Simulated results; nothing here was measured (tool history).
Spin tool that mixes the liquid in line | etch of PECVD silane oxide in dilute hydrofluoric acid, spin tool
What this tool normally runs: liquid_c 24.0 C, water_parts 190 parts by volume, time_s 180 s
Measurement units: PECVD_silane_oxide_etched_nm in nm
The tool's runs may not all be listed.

run,day,liquid_c,water_parts,time_s,"read-back film thickness of the PECVD silane oxide reference wafer, read on the same gauge (nm)",PECVD_silane_oxide_etched_nm
1,0.000,25.5,190,180,69.99,23.29
2,1.279,25.5,190,180,69.99,22.99
3,1.975,25.5,190,180,70.04,22.92
4,2.492,24.0,190,180,70.07,22.13
5,3.050,24.0,190,180,69.98,21.81
6,3.550,24.0,190,180,69.99,21.68
7,4.179,24.0,190,180,69.96,21.95
# day 4.521: thermometer replaced
8,4.629,24.0,190,180,69.97,22.04
# day 5.246: hydrofluoric acid flow meter replaced
# day 5.250: gauge calibrated
9,5.258,27.5,155,265,70.01,46.55
10,5.708,24.0,190,180,69.97,22.05
11,6.362,24.0,135,125,70.00,23.04
12,7.154,24.0,240,180,69.99,16.49
13,7.433,24.0,190,180,69.96,21.95
14,7.783,24.0,190,250,69.99,30.54

Forecast run 15:
15,8.246,24.0,190,180,?,?

For run 15 the tool returned read-back film thickness of the PECVD silane oxide reference wafer, read on the same gauge (nm) 69.98, PECVD_silane_oxide_etched_nm 21.66 nm.
Minus the tool's unlogged condition, the same run would have read PECVD_silane_oxide_etched_nm 21.66 nm.

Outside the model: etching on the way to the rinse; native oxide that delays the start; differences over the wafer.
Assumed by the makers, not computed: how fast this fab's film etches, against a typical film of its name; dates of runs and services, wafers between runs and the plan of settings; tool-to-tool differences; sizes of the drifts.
